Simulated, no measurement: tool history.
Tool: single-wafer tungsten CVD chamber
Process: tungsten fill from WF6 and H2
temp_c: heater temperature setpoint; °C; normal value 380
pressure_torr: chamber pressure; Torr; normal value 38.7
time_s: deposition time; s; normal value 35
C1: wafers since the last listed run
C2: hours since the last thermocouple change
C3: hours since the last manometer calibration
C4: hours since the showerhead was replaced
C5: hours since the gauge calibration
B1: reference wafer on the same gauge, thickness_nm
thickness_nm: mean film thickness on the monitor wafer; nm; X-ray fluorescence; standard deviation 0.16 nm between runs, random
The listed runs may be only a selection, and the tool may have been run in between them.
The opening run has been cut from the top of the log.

Run 2, hour 15.2: usual settings but time_s 39.4 s; C1 424; C2 1487.7; C3 923.8; C4 4716.5; C5 797.8; B1 74.208. Result: thickness_nm 80.392 nm.
Run 3, hour 35.3: usual settings but time_s 39.4 s; C1 561; C2 1507.8; C3 943.9; C4 4736.6; C5 817.9; B1 74.159. Result: thickness_nm 80.511 nm.
Run 4, hour 53.7: usual settings; C1 513; C2 1526.2; C3 962.3; C4 4755; C5 836.3; B1 74.262. Result: thickness_nm 71.026 nm.
Run 5, hour 71.5: usual settings; C1 496; C2 1544; C3 980.1; C4 4772.8; C5 854.1; B1 74.186. Result: thickness_nm 71.133 nm.
Run 6, hour 86.2: usual settings but temp_c 387 °C, pressure_torr 36 Torr; C1 410; C2 1558.7; C3 994.8; C4 4787.5; C5 868.8; B1 74.239. Result: thickness_nm 78.398 nm.
At hour 122: thermocouple changed; heater temperature recalibrated.
Run 7, hour 130.2: usual settings but temp_c 387 °C, pressure_torr 36 Torr; C1 1004; C2 8.2; C3 1038.8; C4 4831.5; C5 912.8; B1 74.166. Result: thickness_nm 80.307 nm.
Run 8, hour 145.8: usual settings but pressure_torr 36.3 Torr; C1 435; C2 23.8; C3 1054.4; C4 4847.1; C5 928.4; B1 74.203. Result: thickness_nm 71.365 nm.
Run 9, hour 164.7: usual settings but pressure_torr 36.3 Torr; C1 527; C2 42.7; C3 1073.3; C4 4866; C5 947.3; B1 74.21. Result: thickness_nm 71.176 nm.
Run 10, hour 191.4: usual settings but pressure_torr 36.3 Torr; C1 745; C2 69.4; C3 1100; C4 4892.7; C5 974; B1 74.214. Result: thickness_nm 71.331 nm.
Run 11, hour 222.6: usual settings; C1 870; C2 100.6; C3 1131.2; C4 4923.9; C5 1005.2; B1 74.207. Result: thickness_nm 72.425 nm.
Run 12, hour 248.3: usual settings but temp_c 394 °C, pressure_torr 43.7 Torr, time_s 33.2 s; C1 717; C2 126.3; C3 1156.9; C4 4949.6; C5 1030.9; B1 74.205. Result: thickness_nm 91.632 nm.
At hour 278.4: capacitance manometer re-zeroed and calibrated.
Run 13, hour 284: usual settings; C1 773; C2 162; C3 5.6; C4 4985.3; C5 1066.6; B1 74.255. Result: thickness_nm 73.672 nm.
At hour 297.1: gauge calibrated.
At hour 312: showerhead replaced.
Run 14, hour 312.5: usual settings but temp_c 389 °C, pressure_torr 32.4 Torr, time_s 31.4 s; C1 572; C2 190.5; C3 34.1; C4 0.5; C5 15.4; B1 74.271. Result: thickness_nm 73.115 nm.
Run 15, hour 317.9: usual settings but temp_c 389 °C, pressure_torr 32.4 Torr, time_s 31.4 s; C1 150; C2 195.9; C3 39.5; C4 5.9; C5 20.8; B1 74.213. Result: thickness_nm 73.26 nm.
Run 16, hour 345.5: usual settings but temp_c 391 °C; C1 770; C2 223.5; C3 67.1; C4 33.5; C5 48.4; B1 74.128. Result: thickness_nm 89.525 nm.
Run 17, hour 381.2: usual settings but temp_c 375 °C, time_s 30.3 s; C1 996; C2 259.2; C3 102.8; C4 69.2; C5 84.1; B1 74.214. Result: thickness_nm 58.451 nm.
Run 18, hour 400.7: usual settings but temp_c 370 °C; C1 544; C2 278.7; C3 122.3; C4 88.7; C5 103.6; B1 74.144. Result: thickness_nm 61.48 nm.
Run 19, hour 427.5: usual settings but temp_c 369 °C; C1 748; C2 305.5; C3 149.1; C4 115.5; C5 130.4; B1 74.151. Result: thickness_nm 60.453 nm.
Run 20, hour 459.9: usual settings but pressure_torr 48 Torr; C1 904; C2 337.9; C3 181.5; C4 147.9; C5 162.8; B1 74.221. Result: thickness_nm 78.973 nm.
Run 21, hour 478.8: usual settings but time_s 30.1 s; C1 527; C2 356.8; C3 200.4; C4 166.8; C5 181.7; B1 74.239. Result: thickness_nm 63.399 nm.

The next listed run, before its measurement:
Run 22, hour 511.1: usual settings but time_s 39.6 s; C1 901; C2 389.1; C3 232.7; C4 199.1; C5 214; B1 ?. Result: thickness_nm ?.

Run 22 produced B1 74.219, thickness_nm 83.306 nm.
Had the tool carried no hidden state, the very same run would have given thickness_nm 83.951 nm.
